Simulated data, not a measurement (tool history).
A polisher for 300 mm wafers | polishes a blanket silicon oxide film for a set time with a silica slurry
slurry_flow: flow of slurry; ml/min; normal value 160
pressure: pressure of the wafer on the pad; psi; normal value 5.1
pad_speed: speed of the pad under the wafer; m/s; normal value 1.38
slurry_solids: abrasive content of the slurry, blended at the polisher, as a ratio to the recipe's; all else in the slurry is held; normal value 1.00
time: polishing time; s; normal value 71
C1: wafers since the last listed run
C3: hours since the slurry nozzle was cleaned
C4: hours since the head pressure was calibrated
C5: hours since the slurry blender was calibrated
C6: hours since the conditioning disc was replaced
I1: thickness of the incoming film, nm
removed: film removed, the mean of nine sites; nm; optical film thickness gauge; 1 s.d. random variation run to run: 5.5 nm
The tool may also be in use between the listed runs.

run 1 hour=0.0 | slurry_flow=160 pressure=5.1 pad_speed=1.38 slurry_solids=1.00 time=89 | C1=0 wafers_polished_on_this_pad=647 C3=368.3 C4=430.9 C5=516.4 C6=35.4 | I1=1802.5 | removed=385.8
-- hour=22.2 slurry blender recalibrated
run 2 hour=24.2 | slurry_flow=160 pressure=5.1 pad_speed=1.38 slurry_solids=1.00 time=89 | C1=234 wafers_polished_on_this_pad=881 C3=392.5 C4=455.1 C5=2.0 C6=59.6 | I1=1801.6 | removed=467.8
run 3 hour=40.8 | slurry_flow=160 pressure=5.1 pad_speed=1.38 slurry_solids=1.00 time=71 | C1=175 wafers_polished_on_this_pad=1057 C3=409.1 C4=471.7 C5=18.6 C6=76.2 | I1=1849.6 | removed=363.3
run 4 hour=56.7 | slurry_flow=160 pressure=5.1 pad_speed=1.38 slurry_solids=1.00 time=71 | C1=167 wafers_polished_on_this_pad=1224 C3=425.0 C4=487.6 C5=34.5 C6=92.1 | I1=1835.0 | removed=370.5
run 5 hour=89.7 | slurry_flow=160 pressure=5.1 pad_speed=1.38 slurry_solids=1.00 time=71 | C1=348 wafers_polished_on_this_pad=1573 C3=458.0 C4=520.6 C5=67.5 C6=125.1 | I1=1851.7 | removed=359.2
-- hour=113.2 worn pad replaced by a new one
run 6 hour=119.0 | slurry_flow=160 pressure=5.1 pad_speed=1.38 slurry_solids=1.00 time=71 | C1=267 wafers_polished_on_this_pad=60 C3=487.3 C4=549.9 C5=96.8 C6=154.4 | I1=1820.8 | removed=350.4
run 7 hour=133.8 | slurry_flow=160 pressure=5.1 pad_speed=1.38 slurry_solids=1.00 time=71 | C1=156 wafers_polished_on_this_pad=217 C3=502.1 C4=564.7 C5=111.6 C6=169.2 | I1=1829.3 | removed=341.6
run 8 hour=147.7 | slurry_flow=160 pressure=5.1 pad_speed=1.38 slurry_solids=1.00 time=71 | C1=146 wafers_polished_on_this_pad=363 C3=516.0 C4=578.6 C5=125.5 C6=183.1 | I1=1822.1 | removed=342.5
run 9 hour=162.1 | slurry_flow=160 pressure=5.1 pad_speed=1.38 slurry_solids=1.00 time=71 | C1=152 wafers_polished_on_this_pad=515 C3=530.4 C4=593.0 C5=139.9 C6=197.5 | I1=1826.8 | removed=338.8
run 10 hour=259.0 | slurry_flow=160 pressure=5.1 pad_speed=1.38 slurry_solids=1.00 time=71 | C1=1023 wafers_polished_on_this_pad=1538 C3=627.3 C4=689.9 C5=236.8 C6=294.4 | I1=1834.3 | removed=319.7
-- hour=267.8 conditioning disc replaced and pad reconditioned
run 11 hour=278.8 | slurry_flow=160 pressure=5.1 pad_speed=1.38 slurry_solids=1.00 time=71 | C1=187 wafers_polished_on_this_pad=1726 C3=647.1 C4=709.7 C5=256.6 C6=11.0 | I1=1830.5 | removed=323.7
-- hour=286.3 slurry nozzle cleaned
-- hour=289.7 worn pad replaced by a new one, of another model than before
-- hour=297.1 head pressure recalibrated
run 12 hour=312.5 | slurry_flow=140 pressure=5.1 pad_speed=1.04 slurry_solids=0.85 time=57 | C1=288 wafers_polished_on_this_pad=219 C3=26.2 C4=15.4 C5=290.3 C6=44.7 | I1=1819.7 | removed=194.5
run 13 hour=347.9 | slurry_flow=160 pressure=5.1 pad_speed=1.38 slurry_solids=1.00 time=71 | C1=373 wafers_polished_on_this_pad=593 C3=61.6 C4=50.8 C5=325.7 C6=80.1 | I1=1838.5 | removed=315.2
run 14 hour=381.1 | slurry_flow=160 pressure=5.1 pad_speed=1.74 slurry_solids=1.00 time=81 | C1=350 wafers_polished_on_this_pad=943 C3=94.8 C4=84.0 C5=358.9 C6=113.3 | I1=1833.5 | removed=402.1
run 15 hour=395.9 | slurry_flow=160 pressure=5.1 pad_speed=1.38 slurry_solids=1.00 time=71 | C1=156 wafers_polished_on_this_pad=1100 C3=109.6 C4=98.8 C5=373.7 C6=128.1 | I1=1820.2 | removed=321.5
run 16 hour=427.0 | slurry_flow=175 pressure=5.1 pad_speed=1.38 slurry_solids=1.00 time=71 | C1=328 wafers_polished_on_this_pad=1428 C3=140.7 C4=129.9 C5=404.8 C6=159.2 | I1=1825.4 | removed=320.2
run 17 hour=449.3 | slurry_flow=160 pressure=4.5 pad_speed=1.74 slurry_solids=1.00 time=87 | C1=235 wafers_polished_on_this_pad=1663 C3=163.0 C4=152.2 C5=427.1 C6=181.5 | I1=1814.5 | removed=387.3
-- hour=456.9 worn pad replaced by a new one
-- hour=464.3 slurry blender recalibrated
run 18 hour=464.8 | slurry_flow=160 pressure=3.9 pad_speed=1.64 slurry_solids=1.15 time=82 | C1=100 wafers_polished_on_this_pad=62 C3=178.5 C4=167.7 C5=0.5 C6=197.0 | I1=1823.6 | removed=422.0
run 19 hour=475.8 | slurry_flow=160 pressure=5.1 pad_speed=1.38 slurry_solids=1.10 time=71 | C1=116 wafers_polished_on_this_pad=178 C3=189.5 C4=178.7 C5=11.5 C6=208.0 | I1=1815.7 | removed=400.2
run 20 hour=501.1 | slurry_flow=160 pressure=5.1 pad_speed=1.38 slurry_solids=1.15 time=71 | C1=267 wafers_polished_on_this_pad=445 C3=214.8 C4=204.0 C5=36.8 C6=233.3 | I1=1793.6 | removed=398.0
run 21 hour=532.2 | slurry_flow=120 pressure=4.0 pad_speed=1.68 slurry_solids=1.00 time=87 | C1=328 wafers_polished_on_this_pad=773 C3=245.9 C4=235.1 C5=67.9 C6=264.4 | I1=1832.5 | removed=360.7
run 22 hour=545.1 | slurry_flow=160 pressure=5.1 pad_speed=1.38 slurry_solids=1.00 time=71 | C1=136 wafers_polished_on_this_pad=910 C3=258.8 C4=248.0 C5=80.8 C6=277.3 | I1=1821.7 | removed=358.4
-- hour=564.1 conditioning disc replaced and pad reconditioned
run 23 hour=579.4 | slurry_flow=175 pressure=5.1 pad_speed=1.38 slurry_solids=1.00 time=71 | C1=341 wafers_polished_on_this_pad=1251 C3=293.1 C4=282.3 C5=115.1 C6=15.3 | I1=1813.0 | removed=353.5
-- hour=604.1 worn pad replaced by a new one
run 24 hour=609.6 | slurry_flow=190 pressure=6.3 pad_speed=1.38 slurry_solids=1.10 time=55 | C1=276 wafers_polished_on_this_pad=57 C3=323.3 C4=312.5 C5=145.3 C6=45.5 | I1=1822.1 | removed=351.2
run 25 hour=640.3 | slurry_flow=160 pressure=5.1 pad_speed=1.38 slurry_solids=1.00 time=71 | C1=324 wafers_polished_on_this_pad=381 C3=354.0 C4=343.2 C5=176.0 C6=76.2 | I1=1830.0 | removed=337.6
run 26 hour=655.5 | slurry_flow=160 pressure=5.1 pad_speed=1.38 slurry_solids=1.00 time=71 | C1=160 wafers_polished_on_this_pad=542 C3=369.2 C4=358.4 C5=191.2 C6=91.4 | I1=1852.1 | removed=334.1

Forecast each of these 3 alternatives for the next run:
run A hour=655.9 | slurry_flow=160 pressure=5.1 pad_speed=1.38 slurry_solids=1.00 time=59 | C1=4 wafers_polished_on_this_pad=546 C3=369.6 C4=358.8 C5=191.6 C6=91.8 | I1=1800.4 | removed=?
run B hour=655.9 | slurry_flow=135 pressure=5.1 pad_speed=1.38 slurry_solids=1.00 time=71 | C1=4 wafers_polished_on_this_pad=546 C3=369.6 C4=358.8 C5=191.6 C6=91.8 | I1=1800.4 | removed=?
run C hour=655.9 | slurry_flow=130 pressure=6.3 pad_speed=1.70 slurry_solids=1.00 time=93 | C1=4 wafers_polished_on_this_pad=546 C3=369.6 C4=358.8 C5=191.6 C6=91.8 | I1=1800.4 | removed=?

run=A removed=278.8
run=B removed=320.5
run=C removed=551.1
Stripped of hidden state, with their random variation kept, the same runs would have yielded:
run=A removed=316.7
run=B removed=364.0
run=C removed=626.0
